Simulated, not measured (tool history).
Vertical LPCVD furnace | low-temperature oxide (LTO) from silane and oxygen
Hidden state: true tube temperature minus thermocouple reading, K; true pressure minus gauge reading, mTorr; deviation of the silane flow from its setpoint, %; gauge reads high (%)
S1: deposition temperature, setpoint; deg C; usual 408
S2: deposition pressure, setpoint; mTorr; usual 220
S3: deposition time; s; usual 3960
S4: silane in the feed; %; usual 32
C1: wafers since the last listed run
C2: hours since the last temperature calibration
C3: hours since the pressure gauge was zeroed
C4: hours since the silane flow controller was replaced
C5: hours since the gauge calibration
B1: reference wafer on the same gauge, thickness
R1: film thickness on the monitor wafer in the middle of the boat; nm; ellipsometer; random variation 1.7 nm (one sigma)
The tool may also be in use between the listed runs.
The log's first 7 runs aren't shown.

run	hour	S1	S2	S3	S4	C1	C2	C3	C4	C5	B1	R1
8	506.6	408	220	3960	32	513	669.4	49.2	543.2	4718.5	340.1	427.02
9	575.3	408	220	3960	32	723	738.1	117.9	611.9	4787.2	340.51	421.59
10	658.6	408	220	3960	32	877	821.4	201.2	695.2	4870.5	339.86	423.18
# hour 679.8: gauge calibrated
11	747.3	408	195	2490	32	934	910.1	289.9	783.9	67.5	340.04	238.64
12	917.5	398	200	2730	28	1793	1080.3	460.1	954.1	237.7	340.02	195.06
13	959.1	408	260	2580	26	438	1121.9	501.7	995.7	279.3	339.74	240.06
14	1019.6	408	200	2520	36	637	1182.4	562.2	1056.2	339.8	340.36	288.02
15	1077	408	235	3960	32	604	1239.8	619.6	1113.6	397.2	339.8	453.26
16	1148.1	418	220	3960	34	749	1310.9	690.7	1184.7	468.3	340.01	512.62
17	1204.3	408	220	3960	32	592	1367.1	746.9	1240.9	524.5	339.82	428.9
18	1302.9	415	185	5400	30	1038	1465.7	845.5	1339.5	623.1	340.06	482.25
19	1355.4	414	165	2700	30	553	1518.2	898	1392	675.6	340.22	213.97
20	1405.8	408	250	3960	27	531	1568.6	948.4	1442.4	726	339.39	380.76
# hour 1435.3: thermocouples replaced and temperature profile calibrated
21	1498.6	408	170	3960	37	724	63.3	1041.2	1535.2	818.8	339.59	399.57
22	1582.2	408	220	5220	32	880	146.9	1124.8	1618.8	902.4	339.86	556.07
23	1675.9	408	220	3960	32	987	240.6	1218.5	1712.5	996.1	340.31	425.77
24	1724.7	404	220	3420	27	514	289.4	1267.3	1761.3	1044.9	340.15	275.04
25	1818.1	408	195	3960	30	984	382.8	1360.7	1854.7	1138.3	339.98	344.92
26	1910.7	408	220	3960	32	975	475.4	1453.3	1947.3	1230.9	339.38	423.6
27	1996.9	408	220	3960	26	908	561.6	1539.5	2033.5	1317.1	339.86	315.4
28	2055	408	220	3960	32	612	619.7	1597.6	2091.6	1375.2	340.48	424.36
29	2109.4	408	220	3960	32	573	674.1	1652	2146	1429.6	340.12	424.17
30	2171	408	220	3960	32	649	735.7	1713.6	2207.6	1491.2	340.08	429.46

5 ways to go on from here, each from the tool as it stands after run 30. What would each give?
A	2175.8	408	220	3960	32	50	740.5	1718.4	2212.4	1496	?	?
B	2175.8	408	220	4830	35	50	740.5	1718.4	2212.4	1496	?	?
C	2175.8	413	220	3960	32	50	740.5	1718.4	2212.4	1496	?	?
D	2175.8	403	220	3960	32	50	740.5	1718.4	2212.4	1496	?	?
E	2175.8	408	190	3960	32	50	740.5	1718.4	2212.4	1496	?	?

run	B1	R1
A	340.18	427.26
B	340.18	588.26
C	340.18	452.02
D	340.18	403.43
E	340.18	369.47
Without the tool's hidden state the same runs would have given:
run	R1
A	423.78
B	583.46
C	448.33
D	400.13
E	365.99
